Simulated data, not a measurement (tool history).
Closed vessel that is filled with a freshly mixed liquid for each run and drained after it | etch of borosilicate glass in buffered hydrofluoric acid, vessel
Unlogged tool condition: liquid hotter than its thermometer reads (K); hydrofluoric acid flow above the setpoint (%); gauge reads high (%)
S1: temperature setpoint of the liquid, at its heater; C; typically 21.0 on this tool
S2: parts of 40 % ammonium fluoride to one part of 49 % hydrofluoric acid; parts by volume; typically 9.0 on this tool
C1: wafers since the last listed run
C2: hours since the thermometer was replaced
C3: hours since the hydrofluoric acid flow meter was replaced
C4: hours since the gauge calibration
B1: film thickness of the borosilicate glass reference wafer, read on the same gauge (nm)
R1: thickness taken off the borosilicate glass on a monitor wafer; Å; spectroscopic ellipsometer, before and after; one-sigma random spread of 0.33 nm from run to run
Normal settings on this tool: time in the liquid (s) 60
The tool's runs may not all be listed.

{"run": 1, "hour": 0.0, "S1": 17.0, "S2": 9.0, "time in the liquid (s)": 60, "C1": 0, "C2": 75.6, "C3": 196.7, "C4": 340.3, "B1": 120.01, "R1": 479.4}
{"run": 2, "hour": 43.9, "S1": 17.0, "S2": 9.0, "time in the liquid (s)": 60, "C1": 3360, "C2": 119.5, "C3": 240.6, "C4": 384.2, "B1": 119.99, "R1": 481.9}
{"run": 3, "hour": 92.6, "S1": 21.0, "S2": 9.0, "time in the liquid (s)": 70, "C1": 3727, "C2": 168.2, "C3": 289.3, "C4": 432.9, "B1": 119.98, "R1": 704.0}
{"run": 4, "hour": 131.2, "S1": 21.0, "S2": 9.0, "time in the liquid (s)": 70, "C1": 2954, "C2": 206.8, "C3": 327.9, "C4": 471.5, "B1": 119.98, "R1": 704.8}
{"run": 5, "hour": 156.2, "S1": 21.0, "S2": 9.0, "time in the liquid (s)": 60, "C1": 1913, "C2": 231.8, "C3": 352.9, "C4": 496.5, "B1": 120.0, "R1": 600.6}
{"run": 6, "hour": 212.4, "S1": 21.0, "S2": 9.0, "time in the liquid (s)": 60, "C1": 4301, "C2": 288.0, "C3": 409.1, "C4": 552.7, "B1": 120.01, "R1": 598.5}
{"run": 7, "hour": 275.0, "S1": 21.0, "S2": 11.0, "time in the liquid (s)": 50, "C1": 4791, "C2": 350.6, "C3": 471.7, "C4": 615.3, "B1": 119.99, "R1": 431.2}
{"run": 8, "hour": 332.5, "S1": 21.0, "S2": 11.0, "time in the liquid (s)": 50, "C1": 4400, "C2": 408.1, "C3": 529.2, "C4": 672.8, "B1": 120.0, "R1": 427.8}
{"run": 9, "hour": 391.0, "S1": 21.0, "S2": 11.0, "time in the liquid (s)": 50, "C1": 4477, "C2": 466.6, "C3": 587.7, "C4": 731.3, "B1": 120.01, "R1": 426.2}
{"run": 10, "hour": 431.7, "S1": 21.0, "S2": 9.0, "time in the liquid (s)": 60, "C1": 3115, "C2": 507.3, "C3": 628.4, "C4": 772.0, "B1": 120.03, "R1": 607.4}
{"run": 11, "hour": 492.1, "S1": 21.0, "S2": 9.0, "time in the liquid (s)": 60, "C1": 4622, "C2": 567.7, "C3": 688.8, "C4": 832.4, "B1": 119.97, "R1": 600.2}
{"run": 12, "hour": 525.9, "S1": 21.0, "S2": 9.0, "time in the liquid (s)": 60, "C1": 2586, "C2": 601.5, "C3": 722.6, "C4": 866.2, "B1": 119.97, "R1": 597.2}
{"run": 13, "hour": 565.4, "S1": 21.0, "S2": 9.0, "time in the liquid (s)": 60, "C1": 3023, "C2": 641.0, "C3": 762.1, "C4": 905.7, "B1": 119.99, "R1": 602.0}
{"run": 14, "hour": 626.9, "S1": 21.0, "S2": 9.0, "time in the liquid (s)": 60, "C1": 4707, "C2": 702.5, "C3": 823.6, "C4": 967.2, "B1": 120.01, "R1": 603.0}
{"run": 15, "hour": 691.3, "S1": 21.0, "S2": 9.0, "time in the liquid (s)": 60, "C1": 4929, "C2": 766.9, "C3": 888.0, "C4": 1031.6, "B1": 119.96, "R1": 596.7}
{"run": 16, "hour": 740.4, "S1": 21.0, "S2": 9.0, "time in the liquid (s)": 60, "C1": 3758, "C2": 816.0, "C3": 937.1, "C4": 1080.7, "B1": 120.02, "R1": 599.0}
{"run": 17, "hour": 801.9, "S1": 21.0, "S2": 9.0, "time in the liquid (s)": 60, "C1": 4707, "C2": 877.5, "C3": 998.6, "C4": 1142.2, "B1": 119.99, "R1": 605.3}
{"run": 18, "hour": 859.0, "S1": 17.5, "S2": 11.0, "time in the liquid (s)": 85, "C1": 4370, "C2": 934.6, "C3": 1055.7, "C4": 1199.3, "B1": 119.95, "R1": 599.6}
{"run": 19, "hour": 926.7, "S1": 21.0, "S2": 11.5, "time in the liquid (s)": 30, "C1": 5181, "C2": 1002.3, "C3": 1123.4, "C4": 1267.0, "B1": 120.02, "R1": 243.8}
{"run": 20, "hour": 986.1, "S1": 25.0, "S2": 9.0, "time in the liquid (s)": 35, "C1": 4546, "C2": 1061.7, "C3": 1182.8, "C4": 1326.4, "B1": 119.99, "R1": 437.0}
{"run": 21, "hour": 1038.2, "S1": 21.0, "S2": 12.0, "time in the liquid (s)": 60, "C1": 3987, "C2": 1113.8, "C3": 1234.9, "C4": 1378.5, "B1": 119.97, "R1": 468.9}
{"run": 22, "hour": 1069.4, "S1": 21.0, "S2": 9.0, "time in the liquid (s)": 60, "C1": 2387, "C2": 1145.0, "C3": 1266.1, "C4": 1409.7, "B1": 120.01, "R1": 600.2}
{"hour": 1087.3, "done": "gauge calibrated"}
{"hour": 1111.4, "done": "thermometer replaced"}
{"run": 23, "hour": 1208.7, "S1": 21.0, "S2": 9.0, "time in the liquid (s)": 60, "C1": 10585, "C2": 97.3, "C3": 1405.4, "C4": 121.4, "B1": 120.05, "R1": 601.7}
{"run": 24, "hour": 1264.6, "S1": 21.0, "S2": 8.0, "time in the liquid (s)": 60, "C1": 4278, "C2": 153.2, "C3": 1461.3, "C4": 177.3, "B1": 119.97, "R1": 690.0}
{"run": 25, "hour": 1302.6, "S1": 17.0, "S2": 9.0, "time in the liquid (s)": 45, "C1": 2908, "C2": 191.2, "C3": 1499.3, "C4": 215.3, "B1": 119.97, "R1": 360.4}
{"hour": 1331.4, "done": "hydrofluoric acid flow meter replaced"}
{"run": 26, "hour": 1369.4, "S1": 21.0, "S2": 9.0, "time in the liquid (s)": 60, "C1": 5036, "C2": 258.0, "C3": 38.0, "C4": 282.1, "B1": 120.05, "R1": 600.0}
{"run": 27, "hour": 1569.2, "S1": 21.0, "S2": 10.5, "time in the liquid (s)": 80, "C1": 15292, "C2": 457.8, "C3": 237.8, "C4": 481.9, "B1": 119.99, "R1": 707.7}
{"run": 28, "hour": 1603.7, "S1": 18.0, "S2": 6.0, "time in the liquid (s)": 40, "C1": 2640, "C2": 492.3, "C3": 272.3, "C4": 516.4, "B1": 119.98, "R1": 515.3}
{"run": 29, "hour": 1671.6, "S1": 21.0, "S2": 9.0, "time in the liquid (s)": 60, "C1": 5196, "C2": 560.2, "C3": 340.2, "C4": 584.3, "B1": 119.99, "R1": 602.6}
{"run": 30, "hour": 1712.9, "S1": 21.0, "S2": 7.5, "time in the liquid (s)": 60, "C1": 3161, "C2": 601.5, "C3": 381.5, "C4": 625.6, "B1": 119.97, "R1": 741.6}
{"run": 31, "hour": 1746.9, "S1": 21.0, "S2": 9.0, "time in the liquid (s)": 30, "C1": 2602, "C2": 635.5, "C3": 415.5, "C4": 659.6, "B1": 120.03, "R1": 300.7}
{"run": 32, "hour": 1818.5, "S1": 25.5, "S2": 9.0, "time in the liquid (s)": 60, "C1": 5480, "C2": 707.1, "C3": 487.1, "C4": 731.2, "B1": 120.03, "R1": 758.4}
{"run": 33, "hour": 1846.5, "S1": 18.0, "S2": 6.5, "time in the liquid (s)": 75, "C1": 2143, "C2": 735.1, "C3": 515.1, "C4": 759.2, "B1": 119.97, "R1": 898.1}
{"run": 34, "hour": 1892.8, "S1": 21.0, "S2": 9.0, "time in the liquid (s)": 75, "C1": 3543, "C2": 781.4, "C3": 561.4, "C4": 805.5, "B1": 119.98, "R1": 755.7}

How the hidden state differs across the entries between the runs, from the last listed run before each to the first after it:
Logged between run 22 and run 23: gauge calibrated (hour 1087.3); thermometer replaced (hour 1111.4)
  no difference in the tool's unlogged condition between these two runs
Logged between run 25 and run 26: hydrofluoric acid flow meter replaced (hour 1331.4)
  no difference in the tool's unlogged condition between these two runs

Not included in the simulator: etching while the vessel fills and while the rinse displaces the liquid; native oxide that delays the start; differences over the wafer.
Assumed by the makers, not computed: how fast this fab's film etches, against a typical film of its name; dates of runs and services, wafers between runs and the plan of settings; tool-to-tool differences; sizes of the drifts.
